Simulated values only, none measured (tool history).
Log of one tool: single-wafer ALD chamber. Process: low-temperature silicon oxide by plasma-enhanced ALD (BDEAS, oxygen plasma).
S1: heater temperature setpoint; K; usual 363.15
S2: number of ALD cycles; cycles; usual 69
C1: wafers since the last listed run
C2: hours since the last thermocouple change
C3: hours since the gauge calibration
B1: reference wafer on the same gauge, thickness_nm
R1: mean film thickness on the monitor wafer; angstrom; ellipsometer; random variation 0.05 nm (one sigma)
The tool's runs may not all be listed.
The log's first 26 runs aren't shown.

run,hour,S1,S2,C1,C2,C3,B1,R1
27,1640.4,363.15,69,245,937.3,268.1,10.689,107.47
28,1747.3,374.15,69,312,1044.2,375.0,10.724,102.78
# hour 1761.1: thermocouple changed; heater temperature recalibrated
29,1799.0,359.15,75,127,37.9,426.7,10.695,116.03
30,1889.7,375.15,77,265,128.6,517.4,10.692,113.22
31,1963.7,349.15,62,216,202.6,591.4,10.692,100.31
32,2067.9,363.15,69,304,306.8,695.6,10.697,106.08
33,2154.8,363.15,69,254,393.7,782.5,10.692,105.57
34,2210.2,352.15,69,162,449.1,837.9,10.702,110.67
35,2297.7,363.15,69,256,536.6,925.4,10.696,106.93
36,2354.0,363.15,69,164,592.9,981.7,10.679,106.34
37,2397.1,352.15,69,126,636.0,1024.8,10.701,110.55
38,2438.8,363.15,69,122,677.7,1066.5,10.692,106.15
39,2504.2,356.15,60,191,743.1,1131.9,10.696,95.31
40,2595.5,368.15,82,267,834.4,1223.2,10.704,124.66
# hour 2646.2: thermocouple changed; heater temperature recalibrated
41,2701.2,367.15,62,285,55.0,1328.9,10.700,93.08
42,2783.4,353.15,75,240,137.2,1411.1,10.682,120.28
43,2831.1,355.15,61,139,184.9,1458.8,10.699,96.71
44,2914.6,350.15,69,244,268.4,1542.3,10.691,111.19

Forecast each of these 3 alternatives for the next run:
A,2915.1,363.15,62,1,268.9,1542.8,?,?
B,2915.1,357.15,82,1,268.9,1542.8,?,?
C,2915.1,377.15,58,1,268.9,1542.8,?,?

run,B1,R1
A,10.706,94.89
B,10.706,128.46
C,10.706,84.45
Without the tool's hidden state the same runs would have given:
run,R1
A,94.18
B,127.53
C,84.12

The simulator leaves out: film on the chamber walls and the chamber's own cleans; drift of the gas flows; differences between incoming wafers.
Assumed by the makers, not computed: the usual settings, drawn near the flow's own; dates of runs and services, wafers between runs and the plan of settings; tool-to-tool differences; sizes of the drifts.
